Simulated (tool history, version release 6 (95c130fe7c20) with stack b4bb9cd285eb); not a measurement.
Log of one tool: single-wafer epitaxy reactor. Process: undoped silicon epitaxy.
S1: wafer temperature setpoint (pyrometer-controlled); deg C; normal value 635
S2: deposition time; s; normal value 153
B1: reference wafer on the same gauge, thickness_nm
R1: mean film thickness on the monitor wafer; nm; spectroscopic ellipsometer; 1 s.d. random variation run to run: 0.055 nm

run 1 hour=0 | S1=643 S2=153 | B1=21.409 | R1=25.429
run 2 hour=36.4 | S1=635 S2=153 | B1=21.409 | R1=21.739
run 3 hour=101 | S1=635 S2=153 | B1=21.389 | R1=21.755
run 4 hour=186.9 | S1=645 S2=153 | B1=21.397 | R1=26.404
run 5 hour=244.9 | S1=635 S2=153 | B1=21.392 | R1=21.841
run 6 hour=347.9 | S1=635 S2=153 | B1=21.398 | R1=21.781
run 7 hour=399.5 | S1=635 S2=153 | B1=21.403 | R1=21.923
run 8 hour=445.6 | S1=642 S2=153 | B1=21.389 | R1=24.99
run 9 hour=502.7 | S1=642 S2=153 | B1=21.4 | R1=24.908
run 10 hour=598.9 | S1=635 S2=153 | B1=21.407 | R1=21.785
run 11 hour=670.6 | S1=635 S2=153 | B1=21.389 | R1=21.851
run 12 hour=769.3 | S1=635 S2=153 | B1=21.413 | R1=21.782
run 13 hour=855.8 | S1=629 S2=153 | B1=21.405 | R1=19.365
run 14 hour=905.8 | S1=629 S2=153 | B1=21.388 | R1=19.386
run 15 hour=967.2 | S1=629 S2=153 | B1=21.393 | R1=19.38
run 16 hour=1062.5 | S1=635 S2=153 | B1=21.397 | R1=21.846
run 17 hour=1114.3 | S1=635 S2=153 | B1=21.417 | R1=21.922
run 18 hour=1437.5 | S1=635 S2=153 | B1=21.391 | R1=21.566
run 19 hour=1491.5 | S1=630 S2=123 | B1=21.39 | R1=15.676
run 20 hour=1571.7 | S1=635 S2=153 | B1=21.39 | R1=21.586
run 21 hour=1643.1 | S1=641 S2=139 | B1=21.406 | R1=22.085
run 22 hour=1734.2 | S1=635 S2=153 | B1=21.403 | R1=21.658
run 23 hour=1812 | S1=639 S2=163 | B1=21.409 | R1=24.979
run 24 hour=1884.6 | S1=635 S2=153 | B1=21.408 | R1=21.595
run 25 hour=1939.3 | S1=630 S2=177 | B1=21.405 | R1=22.689
run 26 hour=1985 | S1=640 S2=135 | B1=21.4 | R1=21.159
run 27 hour=2049.5 | S1=640 S2=164 | B1=21.398 | R1=25.687
run 28 hour=2143.4 | S1=643 S2=172 | B1=21.412 | R1=28.618
run 29 hour=2238 | S1=648 S2=153 | B1=21.399 | R1=28.108
run 30 hour=2291.8 | S1=647 S2=153 | B1=21.398 | R1=27.401
run 31 hour=2357.2 | S1=635 S2=153 | B1=21.413 | R1=21.723
run 32 hour=2400.7 | S1=635 S2=153 | B1=21.41 | R1=21.636
run 33 hour=2471.5 | S1=640 S2=175 | B1=21.401 | R1=27.399
run 34 hour=2517.4 | S1=646 S2=135 | B1=21.409 | R1=23.812
run 35 hour=2580.4 | S1=635 S2=153 | B1=21.397 | R1=21.668
run 36 hour=2625.9 | S1=635 S2=153 | B1=21.397 | R1=21.771
run 37 hour=2728.4 | S1=635 S2=153 | B1=21.398 | R1=21.798

Not shown: 2 entries that the log had between the listed runs. Between which runs, and how does the tool's hidden state differ before and after?
After run 16, before run 17: gauge calibrated (hour 1111.3)
  wafer temperature above the value expected at the setpoint (K): 0.743 -> 0.747
  measured result minus the result with no hidden state, R1: +0.319 -> +0.322 nm
After run 17, before run 18: pyrometer calibrated (hour 1315.9)
  wafer temperature above the value expected at the setpoint (K): 0.747 -> 0.00467
  measured result minus the result with no hidden state, R1: +0.322 -> +0.002 nm
